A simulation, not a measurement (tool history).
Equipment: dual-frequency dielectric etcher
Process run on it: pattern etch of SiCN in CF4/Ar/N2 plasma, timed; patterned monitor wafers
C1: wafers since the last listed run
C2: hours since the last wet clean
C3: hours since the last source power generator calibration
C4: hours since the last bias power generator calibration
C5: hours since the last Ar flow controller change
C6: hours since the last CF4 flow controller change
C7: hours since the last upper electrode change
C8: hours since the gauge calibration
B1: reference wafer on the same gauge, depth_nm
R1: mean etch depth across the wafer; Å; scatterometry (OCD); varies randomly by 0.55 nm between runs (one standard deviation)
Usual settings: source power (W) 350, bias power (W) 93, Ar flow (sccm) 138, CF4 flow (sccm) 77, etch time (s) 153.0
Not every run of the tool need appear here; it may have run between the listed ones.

{"run": 1, "day": 0.0, "source power (W)": 310, "bias power (W)": 93, "Ar flow (sccm)": 138, "CF4 flow (sccm)": 77, "etch time (s)": 153.0, "C1": 0, "C2": 387.3, "C3": 1663.2, "C4": 64.8, "C5": 5908.9, "C6": 2998.9, "C7": 2020.4, "C8": 586.3, "B1": 114.0, "R1": 1015}
{"run": 2, "day": 0.754, "source power (W)": 310, "bias power (W)": 93, "Ar flow (sccm)": 138, "CF4 flow (sccm)": 77, "etch time (s)": 153.0, "C1": 101, "C2": 405.4, "C3": 1681.3, "C4": 82.9, "C5": 5927.0, "C6": 3017.0, "C7": 2038.5, "C8": 604.4, "B1": 114.0, "R1": 1021}
{"run": 3, "day": 1.467, "source power (W)": 350, "bias power (W)": 93, "Ar flow (sccm)": 138, "CF4 flow (sccm)": 77, "etch time (s)": 153.0, "C1": 95, "C2": 422.5, "C3": 1698.4, "C4": 100.0, "C5": 5944.1, "C6": 3034.1, "C7": 2055.6, "C8": 621.5, "B1": 114.1, "R1": 1120}
{"run": 4, "day": 2.371, "source power (W)": 350, "bias power (W)": 93, "Ar flow (sccm)": 138, "CF4 flow (sccm)": 77, "etch time (s)": 153.0, "C1": 121, "C2": 444.2, "C3": 1720.1, "C4": 121.7, "C5": 5965.8, "C6": 3055.8, "C7": 2077.3, "C8": 643.2, "B1": 114.0, "R1": 1118}
{"run": 5, "day": 3.096, "source power (W)": 350, "bias power (W)": 93, "Ar flow (sccm)": 138, "CF4 flow (sccm)": 77, "etch time (s)": 153.0, "C1": 97, "C2": 461.6, "C3": 1737.5, "C4": 139.1, "C5": 5983.2, "C6": 3073.2, "C7": 2094.7, "C8": 660.6, "B1": 114.0, "R1": 1112}
{"run": 6, "day": 4.088, "source power (W)": 350, "bias power (W)": 106, "Ar flow (sccm)": 154, "CF4 flow (sccm)": 77, "etch time (s)": 153.0, "C1": 133, "C2": 485.4, "C3": 1761.3, "C4": 162.9, "C5": 6007.0, "C6": 3097.0, "C7": 2118.5, "C8": 684.4, "B1": 114.0, "R1": 1180}
{"day": 4.358, "done": "gauge calibrated"}
{"run": 7, "day": 5.367, "source power (W)": 350, "bias power (W)": 93, "Ar flow (sccm)": 138, "CF4 flow (sccm)": 69, "etch time (s)": 153.0, "C1": 172, "C2": 516.1, "C3": 1792.0, "C4": 193.6, "C5": 6037.7, "C6": 3127.7, "C7": 2149.2, "C8": 24.2, "B1": 114.0, "R1": 1098}
{"run": 8, "day": 5.917, "source power (W)": 310, "bias power (W)": 78, "Ar flow (sccm)": 138, "CF4 flow (sccm)": 77, "etch time (s)": 153.0, "C1": 73, "C2": 529.3, "C3": 1805.2, "C4": 206.8, "C5": 6050.9, "C6": 3140.9, "C7": 2162.4, "C8": 37.4, "B1": 114.1, "R1": 945}
{"day": 7.829, "done": "wet clean of the chamber"}
{"day": 7.912, "done": "upper electrode replaced"}
{"run": 9, "day": 7.933, "source power (W)": 350, "bias power (W)": 93, "Ar flow (sccm)": 138, "CF4 flow (sccm)": 77, "etch time (s)": 153.0, "C1": 125, "C2": 2.5, "C3": 1853.6, "C4": 255.2, "C5": 6099.3, "C6": 3189.3, "C7": 0.5, "C8": 85.8, "B1": 114.0, "R1": 1058}
{"day": 8.3, "done": "source power generator calibrated"}
{"day": 8.738, "done": "Ar flow controller replaced"}
{"run": 10, "day": 8.758, "source power (W)": 310, "bias power (W)": 78, "Ar flow (sccm)": 138, "CF4 flow (sccm)": 77, "etch time (s)": 153.0, "C1": 54, "C2": 22.3, "C3": 11.0, "C4": 275.0, "C5": 0.5, "C6": 3209.1, "C7": 20.3, "C8": 105.6, "B1": 114.1, "R1": 898}
{"run": 11, "day": 9.679, "source power (W)": 350, "bias power (W)": 102, "Ar flow (sccm)": 138, "CF4 flow (sccm)": 95, "etch time (s)": 168.5, "C1": 123, "C2": 44.4, "C3": 33.1, "C4": 297.1, "C5": 22.6, "C6": 3231.2, "C7": 42.4, "C8": 127.7, "B1": 113.9, "R1": 1274}
{"day": 10.067, "done": "CF4 flow controller replaced"}
{"run": 12, "day": 10.5, "source power (W)": 350, "bias power (W)": 93, "Ar flow (sccm)": 159, "CF4 flow (sccm)": 77, "etch time (s)": 153.0, "C1": 76, "C2": 64.1, "C3": 52.8, "C4": 316.8, "C5": 42.3, "C6": 10.4, "C7": 62.1, "C8": 147.4, "B1": 114.1, "R1": 1044}
{"run": 13, "day": 11.329, "source power (W)": 350, "bias power (W)": 93, "Ar flow (sccm)": 161, "CF4 flow (sccm)": 77, "etch time (s)": 170.0, "C1": 111, "C2": 84.0, "C3": 72.7, "C4": 336.7, "C5": 62.2, "C6": 30.3, "C7": 82.0, "C8": 167.3, "B1": 114.0, "R1": 1161}
{"run": 14, "day": 12.092, "source power (W)": 350, "bias power (W)": 114, "Ar flow (sccm)": 138, "CF4 flow (sccm)": 67, "etch time (s)": 132.5, "C1": 102, "C2": 102.3, "C3": 91.0, "C4": 355.0, "C5": 80.5, "C6": 48.6, "C7": 100.3, "C8": 185.6, "B1": 114.1, "R1": 1012}
{"run": 15, "day": 13.0, "source power (W)": 270, "bias power (W)": 80, "Ar flow (sccm)": 147, "CF4 flow (sccm)": 77, "etch time (s)": 180.0, "C1": 122, "C2": 124.1, "C3": 112.8, "C4": 376.8, "C5": 102.3, "C6": 70.4, "C7": 122.1, "C8": 207.4, "B1": 113.9, "R1": 964}
{"run": 16, "day": 13.717, "source power (W)": 400, "bias power (W)": 80, "Ar flow (sccm)": 138, "CF4 flow (sccm)": 83, "etch time (s)": 176.5, "C1": 96, "C2": 141.3, "C3": 130.0, "C4": 394.0, "C5": 119.5, "C6": 87.6, "C7": 139.3, "C8": 224.6, "B1": 114.1, "R1": 1284}
{"run": 17, "day": 14.746, "source power (W)": 330, "bias power (W)": 85, "Ar flow (sccm)": 138, "CF4 flow (sccm)": 60, "etch time (s)": 136.5, "C1": 138, "C2": 166.0, "C3": 154.7, "C4": 418.7, "C5": 144.2, "C6": 112.3, "C7": 164.0, "C8": 249.3, "B1": 114.1, "R1": 838}
{"run": 18, "day": 15.617, "source power (W)": 350, "bias power (W)": 93, "Ar flow (sccm)": 138, "CF4 flow (sccm)": 77, "etch time (s)": 153.0, "C1": 117, "C2": 186.9, "C3": 175.6, "C4": 439.6, "C5": 165.1, "C6": 133.2, "C7": 184.9, "C8": 270.2, "B1": 114.0, "R1": 1089}
{"run": 19, "day": 16.762, "source power (W)": 350, "bias power (W)": 81, "Ar flow (sccm)": 108, "CF4 flow (sccm)": 86, "etch time (s)": 138.5, "C1": 154, "C2": 214.4, "C3": 203.1, "C4": 467.1, "C5": 192.6, "C6": 160.7, "C7": 212.4, "C8": 297.7, "B1": 113.9, "R1": 989}
{"run": 20, "day": 17.4, "source power (W)": 380, "bias power (W)": 93, "Ar flow (sccm)": 138, "CF4 flow (sccm)": 65, "etch time (s)": 153.0, "C1": 85, "C2": 229.7, "C3": 218.4, "C4": 482.4, "C5": 207.9, "C6": 176.0, "C7": 227.7, "C8": 313.0, "B1": 114.0, "R1": 1110}

Take each entry between the runs: how does the hidden state at the last listed run before it differ from the hidden state at the first listed run after it?
Run 6 -> run 7: gauge calibrated (day 4.358)
  etch rate over this chamber's usual, %: 5.13 -> 5.45
  measured minus no-state result, R1: +58 -> +57 Å
Run 8 -> run 9: wet clean of the chamber (day 7.829); upper electrode replaced (day 7.912)
  etch rate over this chamber's usual, %: 5.59 -> 0.266
  measured minus no-state result, R1: +50 -> +3 Å
Run 9 -> run 10: source power generator calibrated (day 8.300); Ar flow controller replaced (day 8.738)
  etch rate over this chamber's usual, %: 0.266 -> 0.472
  measured minus no-state result, R1: +3 -> +4 Å
Run 11 -> run 12: CF4 flow controller replaced (day 10.067)
  etch rate over this chamber's usual, %: 0.703 -> 0.908
  measured minus no-state result, R1: +9 -> +9 Å
